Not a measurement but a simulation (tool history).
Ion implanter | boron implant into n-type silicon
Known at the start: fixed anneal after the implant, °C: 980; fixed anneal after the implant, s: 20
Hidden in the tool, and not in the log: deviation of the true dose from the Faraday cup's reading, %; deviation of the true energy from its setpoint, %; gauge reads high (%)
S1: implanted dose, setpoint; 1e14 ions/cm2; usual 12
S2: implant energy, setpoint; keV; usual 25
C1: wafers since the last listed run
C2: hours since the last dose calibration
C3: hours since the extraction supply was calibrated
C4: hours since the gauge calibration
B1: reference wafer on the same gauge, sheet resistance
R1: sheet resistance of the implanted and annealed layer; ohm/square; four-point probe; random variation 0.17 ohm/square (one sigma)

Run 1, hour 0: usual settings but S1 10.13 1e14 ions/cm2; C1 0; C2 1955.4; C3 6451.5; C4 57.6; B1 109.01. Result: R1 137.1 ohm/square.
Run 2, hour 14.3: usual settings but S1 10.13 1e14 ions/cm2; C1 312; C2 1969.7; C3 6465.8; C4 71.9; B1 109.05. Result: R1 137.26 ohm/square.
Run 3, hour 42.1: usual settings but S1 10.13 1e14 ions/cm2; C1 606; C2 1997.5; C3 6493.6; C4 99.7; B1 108.96. Result: R1 137.4 ohm/square.
Run 4, hour 61.7: usual settings; C1 427; C2 2017.1; C3 6513.2; C4 119.3; B1 109. Result: R1 120.83 ohm/square.
Run 5, hour 81.2: usual settings; C1 425; C2 2036.6; C3 6532.7; C4 138.8; B1 109.02. Result: R1 120.49 ohm/square.
Run 6, hour 105.1: usual settings but S1 13.99 1e14 ions/cm2; C1 521; C2 2060.5; C3 6556.6; C4 162.7; B1 109. Result: R1 108.05 ohm/square.
Run 7, hour 128.6: usual settings but S1 14.01 1e14 ions/cm2, S2 27.5 keV; C1 512; C2 2084; C3 6580.1; C4 186.2; B1 108.98. Result: R1 106.67 ohm/square.
At hour 147.5: extraction supply calibrated.
Run 8, hour 156.8: usual settings but S2 20 keV; C1 440; C2 2112.2; C3 9.3; C4 214.4; B1 109.02. Result: R1 123.96 ohm/square.
Run 9, hour 174: usual settings but S2 20 keV; C1 375; C2 2129.4; C3 26.5; C4 231.6; B1 108.98. Result: R1 123.66 ohm/square.
Run 10, hour 187.7: usual settings but S2 20 keV; C1 298; C2 2143.1; C3 40.2; C4 245.3; B1 109.03. Result: R1 123.75 ohm/square.
Run 11, hour 223.7: usual settings but S1 13.16 1e14 ions/cm2, S2 32 keV; C1 785; C2 2179.1; C3 76.2; C4 281.3; B1 109. Result: R1 110.74 ohm/square.
At hour 249.8: Faraday cup replaced and dose calibrated.
Run 12, hour 250.3: usual settings but S1 15.53 1e14 ions/cm2, S2 30.5 keV; C1 405; C2 0.5; C3 102.8; C4 307.9; B1 109.02. Result: R1 95.29 ohm/square.
Run 13, hour 260.7: usual settings but S1 9.46 1e14 ions/cm2, S2 19 keV; C1 226; C2 10.9; C3 113.2; C4 318.3; B1 109.02. Result: R1 142.57 ohm/square.
Run 14, hour 276.9: usual settings; C1 353; C2 27.1; C3 129.4; C4 334.5; B1 109.02. Result: R1 116.14 ohm/square.
Run 15, hour 294.7: usual settings but S2 28.5 keV; C1 388; C2 44.9; C3 147.2; C4 352.3; B1 108.98. Result: R1 115.15 ohm/square.
Run 16, hour 314: usual settings but S1 15.42 1e14 ions/cm2, S2 30.5 keV; C1 421; C2 64.2; C3 166.5; C4 371.6; B1 108.99. Result: R1 95.93 ohm/square.
At hour 323.6: gauge calibrated.
Run 17, hour 333.1: usual settings but S1 8.97 1e14 ions/cm2, S2 23 keV; C1 416; C2 83.3; C3 185.6; C4 9.5; B1 108.99. Result: R1 146.51 ohm/square.
Run 18, hour 364: usual settings but S1 14.87 1e14 ions/cm2, S2 20 keV; C1 674; C2 114.2; C3 216.5; C4 40.4; B1 109. Result: R1 104.8 ohm/square.
Run 19, hour 381.4: usual settings but S1 14.87 1e14 ions/cm2, S2 20 keV; C1 379; C2 131.6; C3 233.9; C4 57.8; B1 108.96. Result: R1 104.69 ohm/square.
Run 20, hour 406.6: usual settings but S2 19 keV; C1 549; C2 156.8; C3 259.1; C4 83; B1 109.04. Result: R1 121.04 ohm/square.

Run 21 comes next. What will it give?
Run 21, hour 456.2: usual settings but S1 10.58 1e14 ions/cm2, S2 33 keV; C1 1082; C2 206.4; C3 308.7; C4 132.6; B1 ?. Result: R1 ?.

Run 21 gave B1 109.01, R1 126.68 ohm/square.
Without the tool's hidden state the same run would have given R1 125.56 ohm/square.
